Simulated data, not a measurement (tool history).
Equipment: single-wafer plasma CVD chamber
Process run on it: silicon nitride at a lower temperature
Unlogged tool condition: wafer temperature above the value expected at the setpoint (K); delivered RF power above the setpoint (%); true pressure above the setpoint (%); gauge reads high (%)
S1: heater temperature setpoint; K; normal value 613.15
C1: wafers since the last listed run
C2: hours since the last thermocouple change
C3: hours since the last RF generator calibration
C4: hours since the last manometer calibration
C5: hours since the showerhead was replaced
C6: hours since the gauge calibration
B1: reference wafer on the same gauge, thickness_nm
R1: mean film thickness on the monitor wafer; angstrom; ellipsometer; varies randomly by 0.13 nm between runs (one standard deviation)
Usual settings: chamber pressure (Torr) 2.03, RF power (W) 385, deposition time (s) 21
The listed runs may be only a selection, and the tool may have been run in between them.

Run 1, hour 0: usual settings; C1 0; C2 1913.8; C3 1450.5; C4 1662.5; C5 6084.4; C6 83.9; B1 30.799. Result: R1 310.22 angstrom.
Run 2, hour 51: usual settings but chamber pressure (Torr) 1.9; C1 1949; C2 1964.8; C3 1501.5; C4 1713.5; C5 6135.4; C6 134.9; B1 30.804. Result: R1 305.15 angstrom.
Run 3, hour 87: usual settings but chamber pressure (Torr) 1.9; C1 1376; C2 2000.8; C3 1537.5; C4 1749.5; C5 6171.4; C6 170.9; B1 30.794. Result: R1 304.59 angstrom.
Run 4, hour 151.1: usual settings; C1 2450; C2 2064.9; C3 1601.6; C4 1813.6; C5 6235.5; C6 235; B1 30.778. Result: R1 307.59 angstrom.
Run 5, hour 187.4: usual settings but deposition time (s) 17.7; C1 1387; C2 2101.2; C3 1637.9; C4 1849.9; C5 6271.8; C6 271.3; B1 30.764. Result: R1 258.16 angstrom.
Run 6, hour 223.2: usual settings but deposition time (s) 17.7; C1 1368; C2 2137; C3 1673.7; C4 1885.7; C5 6307.6; C6 307.1; B1 30.775. Result: R1 259.24 angstrom.
Run 7, hour 348.8: usual settings; C1 4801; C2 2262.6; C3 1799.3; C4 2011.3; C5 6433.2; C6 432.7; B1 30.779. Result: R1 306.37 angstrom.
Run 8, hour 418: usual settings; C1 2645; C2 2331.8; C3 1868.5; C4 2080.5; C5 6502.4; C6 501.9; B1 30.773. Result: R1 304.26 angstrom.
At hour 443.6: thermocouple changed; heater temperature recalibrated.
At hour 462: capacitance manometer re-zeroed and calibrated.
Run 9, hour 462.5: usual settings; C1 1089; C2 18.9; C3 1913; C4 0.5; C5 6546.9; C6 546.4; B1 30.835. Result: R1 304.79 angstrom.
At hour 471.9: gauge calibrated.
Run 10, hour 506.5: usual settings; C1 1681; C2 62.9; C3 1957; C4 44.5; C5 6590.9; C6 34.6; B1 30.812. Result: R1 305.63 angstrom.
Run 11, hour 553: usual settings but S1 600.15 K, RF power (W) 365; C1 1777; C2 109.4; C3 2003.5; C4 91; C5 6637.4; C6 81.1; B1 30.779. Result: R1 294.78 angstrom.
Run 12, hour 609.4: usual settings but S1 607.15 K, RF power (W) 345; C1 2155; C2 165.8; C3 2059.9; C4 147.4; C5 6693.8; C6 137.5; B1 30.795. Result: R1 284.21 angstrom.
At hour 624.1: RF generator calibrated.
At hour 638.2: showerhead replaced.
Run 13, hour 679.6: usual settings but S1 617.15 K, chamber pressure (Torr) 1.8; C1 2071; C2 236; C3 55.5; C4 217.6; C5 41.4; C6 207.7; B1 30.811. Result: R1 306.04 angstrom.
Run 14, hour 735.5: usual settings; C1 2136; C2 291.9; C3 111.4; C4 273.5; C5 97.3; C6 263.6; B1 30.769. Result: R1 314.77 angstrom.
Run 15, hour 789.2: usual settings but RF power (W) 405; C1 2052; C2 345.6; C3 165.1; C4 327.2; C5 151; C6 317.3; B1 30.804. Result: R1 323.73 angstrom.
Run 16, hour 818: usual settings but chamber pressure (Torr) 2.53; C1 1100; C2 374.4; C3 193.9; C4 356; C5 179.8; C6 346.1; B1 30.799. Result: R1 332.91 angstrom.
Run 17, hour 843.5: usual settings; C1 974; C2 399.9; C3 219.4; C4 381.5; C5 205.3; C6 371.6; B1 30.799. Result: R1 315.8 angstrom.
Run 18, hour 889.4: usual settings but S1 625.15 K, RF power (W) 320; C1 1754; C2 445.8; C3 265.3; C4 427.4; C5 251.2; C6 417.5; B1 30.771. Result: R1 279.28 angstrom.

Below are 3 alternative next runs, each starting from the tool's condition after run 18. Predict each:
Run A, hour 889.8: usual settings but deposition time (s) 24.7; C1 15; C2 446.2; C3 265.7; C4 427.8; C5 251.6; C6 417.9; B1 ?. Result: R1 ?.
Run B, hour 889.8: usual settings but RF power (W) 325, deposition time (s) 18.5; C1 15; C2 446.2; C3 265.7; C4 427.8; C5 251.6; C6 417.9; B1 ?. Result: R1 ?.
Run C, hour 889.8: usual settings but S1 600.15 K, RF power (W) 330, deposition time (s) 24.3; C1 15; C2 446.2; C3 265.7; C4 427.8; C5 251.6; C6 417.9; B1 ?. Result: R1 ?.

run      B1      R1
  A  30.789  373.28
  B  30.789  252.36
  C  30.789  336.24
The same runs, with their run-to-run variation unchanged, on a tool lacking any hidden condition would have given:
run      R1
  A  375.68
  B  254.05
  C  338.42

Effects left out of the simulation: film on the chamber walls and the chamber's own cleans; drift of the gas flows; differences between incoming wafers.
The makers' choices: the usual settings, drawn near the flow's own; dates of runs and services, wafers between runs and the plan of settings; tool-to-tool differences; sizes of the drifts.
